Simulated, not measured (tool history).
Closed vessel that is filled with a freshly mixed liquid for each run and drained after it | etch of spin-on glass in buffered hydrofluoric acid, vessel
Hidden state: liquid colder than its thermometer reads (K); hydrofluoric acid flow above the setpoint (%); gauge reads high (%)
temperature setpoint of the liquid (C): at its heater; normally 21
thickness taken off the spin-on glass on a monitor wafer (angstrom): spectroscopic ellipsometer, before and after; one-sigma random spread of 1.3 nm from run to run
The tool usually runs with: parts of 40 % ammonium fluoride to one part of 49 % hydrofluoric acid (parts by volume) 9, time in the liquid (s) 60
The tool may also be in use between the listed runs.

run	hour	temperature setpoint of the liquid (C)	parts of 40 % ammonium fluoride to one part of 49 % hydrofluoric acid (parts by volume)	time in the liquid (s)	wafers since the last listed run	hours since the thermometer was replaced	hours since the hydrofluoric acid flow meter was replaced	hours since the gauge calibration	read-back film thickness of the spin-on glass reference wafer, read on the same gauge (nm)	thickness taken off the spin-on glass on a monitor wafer (angstrom)
1	0	21	9	60	0	442.9	505.6	242.1	149.98	2430.7
2	120.7	21	9	60	14646	563.6	626.3	362.8	150	2426.6
3	157.5	21	9	60	4465	600.4	663.1	399.6	149.97	2409.5
4	202.7	21	9	60	5484	645.6	708.3	444.8	149.99	2404
5	244	21	9	60	5011	686.9	749.6	486.1	150.01	2387
6	313.9	21	9	60	8482	756.8	819.5	556	150	2409.1
7	383.4	21	9	60	8433	826.3	889	625.5	150	2386.9
8	409.2	20	7.5	60	3130	852.1	914.8	651.3	150	2759.6
9	468.3	20	7.5	60	7171	911.2	973.9	710.4	150	2762
10	494.6	20	7.5	60	3191	937.5	1000.2	736.7	150.04	2773.9
11	542.2	21	9	60	5776	985.1	1047.8	784.3	150	2394.9
12	604.4	21	9	60	7547	1047.3	1110	846.5	150.01	2391.3
13	636.6	24	9	60	3907	1079.5	1142.2	878.7	149.99	2817.6
14	678.9	24	9	60	5132	1121.8	1184.5	921	150.02	2821.4
15	737.2	21	9	60	7074	1180.1	1242.8	979.3	149.98	2395.2
# hour 767.4: thermometer replaced
16	789.3	17	9	60	6200	21.9	1294.9	1031.4	150.01	1954.6
17	831.3	25.5	6	60	5096	63.9	1336.9	1073.4	149.99	4682.1
18	869	18.5	9	35	4574	101.6	1374.6	1111.1	150.01	1237.3
19	898.5	21	9	40	3579	131.1	1404.1	1140.6	150	1630.2
20	930.6	21	9	60	3895	163.2	1436.2	1172.7	149.97	2421.3
# hour 958.4: gauge calibrated
21	958.9	17	12	80	3434	191.5	1464.5	0.5	150	2033.5
22	1018.3	21	9	90	7207	250.9	1523.9	59.9	150.01	3655.1
23	1062.3	19	6	60	5339	294.9	1567.9	103.9	150.01	3245.2
24	1114	19	9	40	6273	346.6	1619.6	155.6	150	1430.1
25	1176.8	21	6	90	7620	409.4	1682.4	218.4	149.99	5466.9
# hour 1183.2: hydrofluoric acid flow meter replaced
26	1246.9	18.5	10	40	8385	479.5	63.7	288.5	150.01	1307
27	1297.4	19.5	12	85	6127	530	114.2	339	150	2465.1
28	1353.5	22.5	9	60	6807	586.1	170.3	395.1	150	2625.8
29	1381	24.5	9	60	3337	613.6	197.8	422.6	149.97	2923.5
30	1442.8	21	5.5	45	7499	675.4	259.6	484.4	149.98	2916.9
31	1473.7	21	9	60	3749	706.3	290.5	515.3	149.97	2390.2
32	1504.5	21	7	60	3737	737.1	321.3	546.1	149.97	3154.3
33	1533.4	21	9	60	3506	766	350.2	575	149.97	2411.9

State the hidden condition of the tool at each of the runs:
hydrofluoric acid flow above the setpoint (%): 0 across all the runs
gauge reads high (%): 0 across all the runs
H1: liquid colder than its thermometer reads (K)
run	H1
1	0.185
2	0.235
3	0.25
4	0.269
5	0.286
6	0.315
7	0.344
8	0.355
9	0.379
10	0.39
11	0.41
12	0.436
13	0.449
14	0.466
15	0.491
16	0.0608
17	0.0782
18	0.0938
19	0.106
20	0.119
21	0.131
22	0.156
23	0.174
24	0.195
25	0.221
26	0.25
27	0.271
28	0.294
29	0.306
30	0.331
31	0.344
32	0.357
33	0.369

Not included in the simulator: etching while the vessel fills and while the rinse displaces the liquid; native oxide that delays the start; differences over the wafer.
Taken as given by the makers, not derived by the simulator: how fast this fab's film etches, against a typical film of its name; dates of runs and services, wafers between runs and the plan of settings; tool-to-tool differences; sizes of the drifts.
